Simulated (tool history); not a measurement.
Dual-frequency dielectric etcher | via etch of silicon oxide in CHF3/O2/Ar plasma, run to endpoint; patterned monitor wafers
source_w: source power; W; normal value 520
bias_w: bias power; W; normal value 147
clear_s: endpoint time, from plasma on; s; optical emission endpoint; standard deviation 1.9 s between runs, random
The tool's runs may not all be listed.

run,hour,source_w,bias_w,wafers since the last listed run,hours since the last wet clean,hours since the last source power generator calibration,hours since the last bias power generator calibration,hours since the last upper electrode change,"incoming incoming film thickness, nm",clear_s
1,0.0,520,147,0,313.3,2717.5,2771.8,2304.8,450.6,260.0
# hour 50.2: wet clean of the chamber
2,50.7,520,147,75,0.5,2768.2,2822.5,2355.5,455.7,257.5
3,81.4,520,147,87,31.2,2798.9,2853.2,2386.2,455.1,258.7
4,148.9,520,126,191,98.7,2866.4,2920.7,2453.7,454.2,278.9
5,225.4,520,147,216,175.2,2942.9,2997.2,2530.2,457.8,262.5
6,326.4,520,147,286,276.2,3043.9,3098.2,2631.2,457.7,260.1
7,371.5,580,159,127,321.3,3089.0,3143.3,2676.3,457.7,238.3
8,435.7,520,147,181,385.5,3153.2,3207.5,2740.5,451.2,265.5
# hour 476.3: wet clean of the chamber
9,512.8,520,147,150,36.5,3230.3,3284.6,2817.6,459.6,271.7
10,592.9,520,147,227,116.6,3310.4,3364.7,2897.7,452.4,267.8
11,678.1,520,147,241,201.8,3395.6,3449.9,2982.9,454.7,271.1
12,722.0,520,147,124,245.7,3439.5,3493.8,3026.8,454.3,275.0
# hour 788.3: bias power generator calibrated
13,817.6,520,147,259,341.3,3535.1,29.3,3122.4,454.2,273.5
# hour 848.3: wet clean of the chamber, repeated, since the last time left the tool worse
14,862.8,520,147,60,14.5,3580.3,74.5,3167.6,455.5,261.1
15,912.0,520,135,139,63.7,3629.5,123.7,3216.8,460.1,267.3
16,980.4,520,135,193,132.1,3697.9,192.1,3285.2,455.8,271.6

What will run 17 give?
17,1049.4,580,165,195,201.1,3766.9,261.1,3354.2,457.1,?

For run 17 the tool returned clear_s 232.8 s.
With the hidden condition absent and the run-to-run variation left alone, this run would have shown clear_s 230.5 s.
